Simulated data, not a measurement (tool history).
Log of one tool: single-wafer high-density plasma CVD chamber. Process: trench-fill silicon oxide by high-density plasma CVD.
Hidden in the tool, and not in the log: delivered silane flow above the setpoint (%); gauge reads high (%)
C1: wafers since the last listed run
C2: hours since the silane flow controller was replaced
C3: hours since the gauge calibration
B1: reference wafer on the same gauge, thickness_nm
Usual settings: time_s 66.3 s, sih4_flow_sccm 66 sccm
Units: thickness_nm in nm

run 1 hour=0 | time_s=62.8 sih4_flow_sccm=66 | C1=0 C2=1986.5 C3=623.8 | B1=469.864 | thickness_nm=412.966
run 2 hour=62.4 | time_s=62.8 sih4_flow_sccm=66 | C1=1323 C2=2048.9 C3=686.2 | B1=469.631 | thickness_nm=415.942
run 3 hour=101.2 | time_s=66.3 sih4_flow_sccm=66 | C1=822 C2=2087.7 C3=725 | B1=470.181 | thickness_nm=439.603
run 4 hour=170.5 | time_s=66.3 sih4_flow_sccm=66 | C1=1469 C2=2157 C3=794.3 | B1=469.946 | thickness_nm=441.929
run 5 hour=242.1 | time_s=66.3 sih4_flow_sccm=66 | C1=1518 C2=2228.6 C3=865.9 | B1=469.974 | thickness_nm=440.008
run 6 hour=292 | time_s=66.3 sih4_flow_sccm=66 | C1=1058 C2=2278.5 C3=915.8 | B1=469.836 | thickness_nm=439.84
run 7 hour=386.8 | time_s=66.3 sih4_flow_sccm=66 | C1=2010 C2=2373.3 C3=1010.6 | B1=470.045 | thickness_nm=440.644
run 8 hour=466.2 | time_s=66.3 sih4_flow_sccm=66 | C1=1683 C2=2452.7 C3=1090 | B1=470.277 | thickness_nm=437.57
run 9 hour=529.5 | time_s=66.3 sih4_flow_sccm=75 | C1=1342 C2=2516 C3=1153.3 | B1=470.331 | thickness_nm=500.086
run 10 hour=637.2 | time_s=66.3 sih4_flow_sccm=75 | C1=2283 C2=2623.7 C3=1261 | B1=469.948 | thickness_nm=500.792
run 11 hour=695.1 | time_s=66.3 sih4_flow_sccm=66 | C1=1227 C2=2681.6 C3=1318.9 | B1=470.164 | thickness_nm=441.675
run 12 hour=732.3 | time_s=66.3 sih4_flow_sccm=66 | C1=788 C2=2718.8 C3=1356.1 | B1=470.193 | thickness_nm=439.173
run 13 hour=801.1 | time_s=66.3 sih4_flow_sccm=58 | C1=1458 C2=2787.6 C3=1424.9 | B1=469.574 | thickness_nm=390.338
run 14 hour=861.8 | time_s=66.3 sih4_flow_sccm=66 | C1=1287 C2=2848.3 C3=1485.6 | B1=470.249 | thickness_nm=442.987
run 15 hour=958.5 | time_s=66.3 sih4_flow_sccm=66 | C1=2050 C2=2945 C3=1582.3 | B1=470.261 | thickness_nm=445.608
run 16 hour=1039.8 | time_s=74 sih4_flow_sccm=66 | C1=1723 C2=3026.3 C3=1663.6 | B1=469.944 | thickness_nm=492.711
run 17 hour=1102.2 | time_s=74 sih4_flow_sccm=66 | C1=1323 C2=3088.7 C3=1726 | B1=469.751 | thickness_nm=495.864
run 18 hour=1163.7 | time_s=74 sih4_flow_sccm=66 | C1=1304 C2=3150.2 C3=1787.5 | B1=470.021 | thickness_nm=496.255
run 19 hour=1207.9 | time_s=66.3 sih4_flow_sccm=66 | C1=937 C2=3194.4 C3=1831.7 | B1=470.028 | thickness_nm=446.341
run 20 hour=1306.6 | time_s=66.3 sih4_flow_sccm=66 | C1=2092 C2=3293.1 C3=1930.4 | B1=470.366 | thickness_nm=445.67
run 21 hour=1398.5 | time_s=66.3 sih4_flow_sccm=66 | C1=1948 C2=3385 C3=2022.3 | B1=470.076 | thickness_nm=447.111
run 22 hour=1446.8 | time_s=66.3 sih4_flow_sccm=71 | C1=1024 C2=3433.3 C3=2070.6 | B1=470.314 | thickness_nm=480.89
run 23 hour=1507.9 | time_s=55.9 sih4_flow_sccm=74 | C1=1295 C2=3494.4 C3=2131.7 | B1=469.586 | thickness_nm=422.382
run 24 hour=1599.1 | time_s=57.1 sih4_flow_sccm=75 | C1=1933 C2=3585.6 C3=2222.9 | B1=469.806 | thickness_nm=435.63
run 25 hour=1666.3 | time_s=77.2 sih4_flow_sccm=62 | C1=1424 C2=3652.8 C3=2290.1 | B1=470.686 | thickness_nm=488.229
run 26 hour=1765.9 | time_s=59 sih4_flow_sccm=72 | C1=2112 C2=3752.4 C3=2389.7 | B1=469.95 | thickness_nm=436.34
run 27 hour=1807.1 | time_s=66.3 sih4_flow_sccm=66 | C1=873 C2=3793.6 C3=2430.9 | B1=469.845 | thickness_nm=448.341
-- hour=1824.4 silane flow controller replaced
run 28 hour=2039.9 | time_s=79.2 sih4_flow_sccm=58 | C1=4766 C2=215.5 C3=2663.7 | B1=469.531 | thickness_nm=456.903
run 29 hour=2118.8 | time_s=66.3 sih4_flow_sccm=66 | C1=1673 C2=294.4 C3=2742.6 | B1=469.887 | thickness_nm=433.296
run 30 hour=2200.6 | time_s=55.9 sih4_flow_sccm=54 | C1=1734 C2=376.2 C3=2824.4 | B1=470.46 | thickness_nm=299.289
run 31 hour=2282.2 | time_s=70.7 sih4_flow_sccm=62 | C1=1730 C2=457.8 C3=2906 | B1=469.777 | thickness_nm=434.727
-- hour=2348.6 gauge calibrated
run 32 hour=2375.9 | time_s=56.1 sih4_flow_sccm=72 | C1=1986 C2=551.5 C3=27.3 | B1=470.093 | thickness_nm=402.117

Run 33 comes next. What will it give?
run 33 hour=2481.2 | time_s=54.7 sih4_flow_sccm=75 | C1=2232 C2=656.8 C3=132.6 | B1=? | thickness_nm=?

{"run 33": {"B1": 469.834, "thickness_nm": 405.572}}
Without the tool's hidden state the same run would have given thickness_nm 405.858 nm.

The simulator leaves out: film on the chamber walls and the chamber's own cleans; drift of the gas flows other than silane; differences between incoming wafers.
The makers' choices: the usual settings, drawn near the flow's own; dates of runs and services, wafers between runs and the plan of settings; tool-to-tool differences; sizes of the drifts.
